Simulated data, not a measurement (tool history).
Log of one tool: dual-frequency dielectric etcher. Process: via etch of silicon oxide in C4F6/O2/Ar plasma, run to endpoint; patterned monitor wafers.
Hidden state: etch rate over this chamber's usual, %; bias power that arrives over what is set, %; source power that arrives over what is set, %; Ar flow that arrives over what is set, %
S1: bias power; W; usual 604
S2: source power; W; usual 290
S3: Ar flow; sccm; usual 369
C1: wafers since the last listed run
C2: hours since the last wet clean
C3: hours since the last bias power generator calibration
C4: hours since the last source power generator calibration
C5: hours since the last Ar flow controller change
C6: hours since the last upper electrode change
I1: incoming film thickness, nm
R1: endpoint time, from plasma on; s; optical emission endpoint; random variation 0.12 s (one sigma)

run 1 hour=0 | S1=679 S2=290 S3=369 | C1=0 C2=338.7 C3=998.3 C4=3739.7 C5=2837 C6=4001.2 | I1=95.5 | R1=22.6
run 2 hour=67.5 | S1=679 S2=290 S3=369 | C1=986 C2=406.2 C3=1065.8 C4=3807.2 C5=2904.5 C6=4068.7 | I1=95.7 | R1=22.8
-- hour=110.1 wet clean of the chamber
run 3 hour=129.7 | S1=604 S2=250 S3=311 | C1=558 C2=19.6 C3=1128 C4=3869.4 C5=2966.7 C6=4130.9 | I1=95.3 | R1=24.4
run 4 hour=213.5 | S1=604 S2=250 S3=311 | C1=1224 C2=103.4 C3=1211.8 C4=3953.2 C5=3050.5 C6=4214.7 | I1=96 | R1=24.9
run 5 hour=285.8 | S1=604 S2=290 S3=369 | C1=1056 C2=175.7 C3=1284.1 C4=4025.5 C5=3122.8 C6=4287 | I1=97.1 | R1=23.4
run 6 hour=350.2 | S1=604 S2=290 S3=369 | C1=941 C2=240.1 C3=1348.5 C4=4089.9 C5=3187.2 C6=4351.4 | I1=96 | R1=23.5
-- hour=380 Ar flow controller replaced
run 7 hour=407.3 | S1=535 S2=290 S3=369 | C1=746 C2=297.2 C3=1405.6 C4=4147 C5=27.3 C6=4408.5 | I1=96.3 | R1=25.3
-- hour=421.1 bias power generator calibrated
run 8 hour=446.4 | S1=535 S2=290 S3=369 | C1=512 C2=336.3 C3=25.3 C4=4186.1 C5=66.4 C6=4447.6 | I1=95 | R1=24.8
-- hour=489.3 upper electrode replaced
-- hour=504.9 wet clean of the chamber
run 9 hour=505.4 | S1=490 S2=240 S3=369 | C1=282 C2=0.5 C3=84.3 C4=4245.1 C5=125.4 C6=16.1 | I1=96.4 | R1=27.7
run 10 hour=587.4 | S1=604 S2=290 S3=369 | C1=1198 C2=82.5 C3=166.3 C4=4327.1 C5=207.4 C6=98.1 | I1=95.6 | R1=22.9
run 11 hour=659.9 | S1=653 S2=290 S3=399 | C1=1059 C2=155 C3=238.8 C4=4399.6 C5=279.9 C6=170.6 | I1=95.8 | R1=22.6
run 12 hour=735.2 | S1=684 S2=290 S3=369 | C1=1100 C2=230.3 C3=314.1 C4=4474.9 C5=355.2 C6=245.9 | I1=96.1 | R1=22.3
-- hour=779.4 source power generator calibrated
run 13 hour=818.8 | S1=505 S2=230 S3=369 | C1=1163 C2=313.9 C3=397.7 C4=39.4 C5=438.8 C6=329.5 | I1=95.4 | R1=29.1
-- hour=870 wet clean of the chamber
run 14 hour=904.5 | S1=472 S2=290 S3=369 | C1=901 C2=34.5 C3=483.4 C4=125.1 C5=524.5 C6=415.2 | I1=95.4 | R1=25
run 15 hour=1009.3 | S1=604 S2=290 S3=369 | C1=1531 C2=139.3 C3=588.2 C4=229.9 C5=629.3 C6=520 | I1=95.1 | R1=22.9
run 16 hour=1059 | S1=544 S2=290 S3=410 | C1=726 C2=189 C3=637.9 C4=279.6 C5=679 C6=569.7 | I1=96.4 | R1=24.6
run 17 hour=1144.3 | S1=604 S2=230 S3=288 | C1=1246 C2=274.3 C3=723.2 C4=364.9 C5=764.3 C6=655 | I1=96.2 | R1=26.6

5 ways to go on from here, each from the tool as it stands after run 17. What would each give?
run A hour=1144.7 | S1=604 S2=290 S3=445 | C1=5 C2=274.7 C3=723.6 C4=365.3 C5=764.7 C6=655.4 | I1=95.1 | R1=?
run B hour=1144.7 | S1=519 S2=290 S3=369 | C1=5 C2=274.7 C3=723.6 C4=365.3 C5=764.7 C6=655.4 | I1=95.1 | R1=?
run C hour=1144.7 | S1=604 S2=330 S3=459 | C1=5 C2=274.7 C3=723.6 C4=365.3 C5=764.7 C6=655.4 | I1=95.1 | R1=?
run D hour=1144.7 | S1=515 S2=290 S3=407 | C1=5 C2=274.7 C3=723.6 C4=365.3 C5=764.7 C6=655.4 | I1=95.1 | R1=?
run E hour=1144.7 | S1=644 S2=330 S3=399 | C1=5 C2=274.7 C3=723.6 C4=365.3 C5=764.7 C6=655.4 | I1=95.1 | R1=?

run=A R1=23.9
run=B R1=25.1
run=C R1=22.4
run=D R1=25.4
run=E R1=21.5
Without the tool's hidden state the same runs would have given:
run=A R1=23
run=B R1=24.2
run=C R1=21.6
run=D R1=24.5
run=E R1=20.8

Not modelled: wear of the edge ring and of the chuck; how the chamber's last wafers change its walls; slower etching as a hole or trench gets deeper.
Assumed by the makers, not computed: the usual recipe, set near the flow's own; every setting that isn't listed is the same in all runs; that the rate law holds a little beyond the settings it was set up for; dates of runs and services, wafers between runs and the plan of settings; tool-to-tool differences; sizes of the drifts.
